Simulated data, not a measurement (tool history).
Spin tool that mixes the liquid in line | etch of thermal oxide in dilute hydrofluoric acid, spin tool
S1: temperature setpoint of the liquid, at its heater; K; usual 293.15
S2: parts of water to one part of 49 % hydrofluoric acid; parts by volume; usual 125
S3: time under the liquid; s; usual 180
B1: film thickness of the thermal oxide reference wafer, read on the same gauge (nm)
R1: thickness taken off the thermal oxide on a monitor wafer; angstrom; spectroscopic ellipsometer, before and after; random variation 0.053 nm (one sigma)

run,hour,S1,S2,S3,B1,R1
1,0.0,293.15,125,180,139.97,56.3
2,22.8,293.15,125,180,139.95,56.5
3,54.3,293.15,125,180,139.97,56.6
4,69.4,293.15,125,180,140.05,57.0
5,101.6,293.15,125,180,139.99,56.3
6,117.6,293.15,125,180,139.99,55.6
7,130.8,293.15,100,180,139.96,72.2
8,159.4,293.15,125,180,139.99,56.5
9,189.4,293.15,125,180,140.00,56.0
10,211.7,293.15,125,180,139.94,56.1
11,227.2,293.15,125,180,139.99,56.1
12,258.6,293.15,125,180,139.98,56.6
# hour 286.5: hydrofluoric acid flow meter replaced
13,287.0,293.15,125,180,140.00,55.9
# hour 305.8: gauge calibrated
14,306.2,290.15,125,180,140.05,50.3
15,336.0,293.15,110,180,140.03,65.1
# hour 397.9: thermometer replaced
16,432.8,295.65,180,110,140.00,24.7
17,457.8,293.15,175,100,140.03,21.0
18,487.7,293.15,125,180,139.98,55.1
19,506.9,293.15,125,180,140.01,55.4
20,526.7,296.65,175,245,139.94,59.0
21,542.4,297.65,125,255,140.01,95.5
22,574.2,298.15,125,180,140.01,68.7
23,659.1,293.15,125,180,139.98,55.9
24,681.9,294.65,105,180,139.98,71.8
25,698.7,296.65,125,250,139.98,87.7
26,719.3,293.15,125,180,139.99,56.5
27,731.7,290.65,100,210,140.00,75.9
28,761.6,290.65,145,180,139.97,43.3
29,792.2,290.15,170,145,139.99,28.6
30,824.2,290.15,80,220,140.01,99.1
31,852.0,291.65,150,135,140.00,31.7

4 ways to go on from here, each from the tool as it stands after run 31. What would each give?
A,852.5,293.15,125,180,?,?
B,852.5,293.15,125,275,?,?
C,852.5,293.15,70,280,?,?
D,852.5,293.15,145,140,?,?

run,B1,R1
A,139.94,56.1
B,139.94,85.7
C,139.94,165.7
D,139.94,36.8
Without the tool's hidden state the same runs would have given:
run,R1
A,56.1
B,85.7
C,165.7
D,36.8
